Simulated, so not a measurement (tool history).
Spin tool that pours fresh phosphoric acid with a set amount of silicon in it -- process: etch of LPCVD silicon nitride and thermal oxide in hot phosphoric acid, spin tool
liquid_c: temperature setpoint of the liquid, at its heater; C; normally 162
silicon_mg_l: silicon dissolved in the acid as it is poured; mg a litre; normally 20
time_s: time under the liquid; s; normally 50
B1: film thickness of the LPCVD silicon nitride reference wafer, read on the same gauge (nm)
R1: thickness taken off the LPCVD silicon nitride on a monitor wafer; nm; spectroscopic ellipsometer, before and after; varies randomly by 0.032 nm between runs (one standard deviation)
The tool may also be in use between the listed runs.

Run 1, hour 0: usual settings; B1 99.976. Result: R1 4.127 nm.
At hour 26.7: gauge calibrated.
Run 2, hour 39.5: usual settings but time_s 70 s; B1 99.994. Result: R1 5.664 nm.
Run 3, hour 89.1: usual settings but time_s 70 s; B1 99.99. Result: R1 5.745 nm.
At hour 128.9: heated supply line repaired.
Run 4, hour 151.3: usual settings but time_s 70 s; B1 100.006. Result: R1 5.971 nm.
Run 5, hour 190.3: usual settings but silicon_mg_l 16 mg a litre; B1 99.966. Result: R1 4.315 nm.
At hour 243.5: dissolved silicon flow meter replaced.
Run 6, hour 272.8: usual settings; B1 99.992. Result: R1 4.218 nm.
Run 7, hour 325.1: usual settings but liquid_c 161 C, silicon_mg_l 34 mg a litre, time_s 80 s; B1 100.009. Result: R1 6.675 nm.
Run 8, hour 411.8: usual settings but time_s 30 s; B1 100.006. Result: R1 2.54 nm.
Run 9, hour 500.1: usual settings but silicon_mg_l 33.5 mg a litre; B1 100.014. Result: R1 4.209 nm.
At hour 535.7: thermometer replaced.
Run 10, hour 782.8: usual settings; B1 99.995. Result: R1 4.206 nm.
Run 11, hour 825.8: usual settings but silicon_mg_l 30 mg a litre; B1 99.999. Result: R1 4.24 nm.
Run 12, hour 919.2: usual settings but liquid_c 159.5 C, time_s 25 s; B1 99.977. Result: R1 1.929 nm.
Run 13, hour 964.4: usual settings but silicon_mg_l 14.5 mg a litre; B1 100.003. Result: R1 4.217 nm.
At hour 1038.3: dissolved silicon flow meter replaced.
Run 14, hour 1056.9: usual settings but time_s 20 s; B1 100.009. Result: R1 1.689 nm.
Run 15, hour 1117.3: usual settings; B1 99.98. Result: R1 4.191 nm.
Run 16, hour 1210.2: usual settings but time_s 35 s; B1 100.033. Result: R1 2.926 nm.
At hour 1281.2: gauge calibrated.
Run 17, hour 1304.3: usual settings but liquid_c 160.5 C, time_s 70 s; B1 99.975. Result: R1 5.587 nm.
Run 18, hour 1346.6: usual settings but liquid_c 164.5 C, silicon_mg_l 26 mg a litre, time_s 80 s; B1 99.972. Result: R1 7.19 nm.
Run 19, hour 1406: usual settings but liquid_c 160.5 C, time_s 60 s; B1 99.981. Result: R1 4.798 nm.
Run 20, hour 1452.3: usual settings; B1 99.998. Result: R1 4.215 nm.
Run 21, hour 1490: usual settings; B1 100.003. Result: R1 4.173 nm.

Estimate the outcome of run 22 from the log above:
Run 22, hour 1555.7: usual settings but liquid_c 160 C, silicon_mg_l 15.5 mg a litre, time_s 70 s; B1 ?. Result: R1 ?.

Run 22 gave B1 99.997, R1 5.439 nm.
Minus the tool's unlogged condition, the same run would have read R1 5.593 nm.
